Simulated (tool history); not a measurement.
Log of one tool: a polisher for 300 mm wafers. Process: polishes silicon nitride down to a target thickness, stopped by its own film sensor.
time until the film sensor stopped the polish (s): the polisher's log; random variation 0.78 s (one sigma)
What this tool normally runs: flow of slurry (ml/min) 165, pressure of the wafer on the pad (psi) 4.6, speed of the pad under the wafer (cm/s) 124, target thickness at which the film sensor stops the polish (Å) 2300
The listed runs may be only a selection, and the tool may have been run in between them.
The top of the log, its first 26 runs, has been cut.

run	hour	flow of slurry (ml/min)	pressure of the wafer on the pad (psi)	speed of the pad under the wafer (cm/s)	target thickness at which the film sensor stops the polish (Å)	incoming thickness of the incoming film, nm	time until the film sensor stopped the polish (s)
# hour 2094: worn pad replaced by a new one
27	2151.7	165	4.6	124	2300	404.4	62.9
28	2200.3	145	4.6	124	2300	394.5	62.6
29	2254.1	130	3	90	2580	404.7	111
30	2310.1	220	4.6	124	2300	407.6	66.4
# hour 2366.6: slurry nozzle cleaned
31	2408.4	195	5.9	98	2480	400.1	47.5
32	2466.9	130	4.6	124	2300	404.7	64.9
33	2569	165	3.9	146	2300	399.3	63.7
# hour 2619.3: worn pad replaced by a new one
34	2627.6	165	4.6	100	1740	407.6	99.9
35	2666.8	200	4.6	112	2470	401.8	59.4
36	2740.7	165	4.6	156	2530	395.8	46.7
37	2846.8	165	4.1	112	2300	402.7	80.7

Forecast each of these 4 alternatives for the next run:
A	2847.2	165	4.6	124	2300	397.2	?
B	2847.2	165	3.7	124	2300	397.2	?
C	2847.2	165	5.5	140	1960	397.2	?
D	2847.2	130	5.1	124	1860	397.2	?

run	time until the film sensor stopped the polish (s)
A	63.2
B	78.6
C	58.5
D	77.9
Without the tool's unlogged condition, the same runs would have read:
run	time until the film sensor stopped the polish (s)
A	56.5
B	70.3
C	52.3
D	67.6
